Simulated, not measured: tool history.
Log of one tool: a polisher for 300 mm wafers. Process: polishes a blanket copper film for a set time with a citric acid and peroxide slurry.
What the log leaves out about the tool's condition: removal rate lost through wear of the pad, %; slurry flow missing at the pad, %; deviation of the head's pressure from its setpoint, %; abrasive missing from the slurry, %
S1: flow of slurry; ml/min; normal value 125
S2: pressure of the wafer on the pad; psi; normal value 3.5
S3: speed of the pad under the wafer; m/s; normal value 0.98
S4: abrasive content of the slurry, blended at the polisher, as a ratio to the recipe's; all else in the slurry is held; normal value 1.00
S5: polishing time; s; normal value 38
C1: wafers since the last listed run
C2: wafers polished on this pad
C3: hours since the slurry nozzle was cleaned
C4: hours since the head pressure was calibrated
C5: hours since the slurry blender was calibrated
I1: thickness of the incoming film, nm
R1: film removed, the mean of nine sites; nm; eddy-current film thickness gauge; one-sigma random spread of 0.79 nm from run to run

run     day   S1   S2    S3    S4  S5    C1   C2     C3     C4     C5     I1     R1
  1   0.000  125  3.5  0.98  1.00  38     0   55  381.0  305.2   56.7  517.4   81.9
  2   0.612  125  3.5  0.98  1.00  38   150  205  395.7  319.9   71.4  525.7   81.6
  3   1.988  125  3.5  1.10  0.75  38   337  542  428.7  352.9  104.4  527.3   87.4
      2.179  -- head pressure recalibrated
  4   3.112  125  3.5  1.10  0.75  38   255  798  455.7   22.4  131.4  512.3   87.9
      3.842  -- worn pad replaced by a new one
  5   4.242  125  3.5  1.10  0.75  38   236   98  482.8   49.5  158.5  521.8   89.1
  6   4.804  125  3.5  0.98  1.00  38   137  236  496.3   63.0  172.0  512.3   82.3
  7   6.012  125  3.5  0.98  1.00  38   296  532  525.3   92.0  201.0  524.2   82.9
      7.338  -- slurry blender recalibrated
  8   7.358  125  2.6  1.16  1.00  38   309  842  557.6  124.3    0.5  517.1   80.2
      8.446  -- worn pad replaced by a new one
  9   8.683  125  2.6  1.16  1.00  38   284   58  589.4  156.1   32.3  524.7   80.5
 10   9.821  105  3.5  0.98  1.00  38   279  337  616.7  183.4   59.6  517.3   79.3
 11  10.954  125  3.5  0.98  1.25  38   278  615  643.9  210.6   86.8  520.2   85.5
 12  11.492  125  3.5  0.98  0.75  38   131  747  656.8  223.5   99.7  522.6   78.9
 13  12.512  125  3.5  0.98  1.25  38   250  997  681.3  248.0  124.2  511.6   84.7
     13.004  -- worn pad replaced by a new one
 14  13.462  125  3.5  0.82  1.00  38   192  112  704.1  270.8  147.0  517.4   68.5
     14.546  -- slurry nozzle cleaned
 15  14.596  125  3.5  1.10  0.75  38   267  380    1.2  298.0  174.2  521.8   79.4
 16  15.533  125  3.5  0.98  1.00  38   229  610   23.7  320.5  196.7  516.5   75.1
     16.112  -- head pressure recalibrated
 17  16.379   80  3.5  0.98  1.00  38   187  797   44.0    6.4  217.0  518.6   63.2
     16.996  -- slurry blender recalibrated
     17.979  -- worn pad replaced by a new one
     20.183  -- slurry nozzle cleaned, repeated, since the last time left the tool worse
 18  20.829  170  3.5  0.98  1.00  38  1020  689   15.5  113.2   92.0  523.4   90.5
 19  21.358  110  4.7  1.12  1.00  38   129  819   28.2  125.9  104.7  522.5  114.6
     22.762  -- worn pad replaced by a new one
 20  22.783  125  4.3  1.18  1.00  33   308    4   62.4  160.1  138.9  525.2  101.4

3 ways to go on from here, each from the tool as it stands after run 20. What would each give?
  A  22.800  125  3.5  0.98  1.00  38   4   9  62.8  160.5  139.3  514.6   ?
  B  22.800  125  3.5  1.22  1.00  38   4   9  62.8  160.5  139.3  514.6   ?
  C  22.800  135  4.0  0.98  1.00  38   4   9  62.8  160.5  139.3  514.6   ?

run     R1
  A   85.8
  B  106.4
  C   95.0
Without the tool's hidden state the same runs would have given:
run     R1
  A   86.6
  B  107.3
  C   95.8
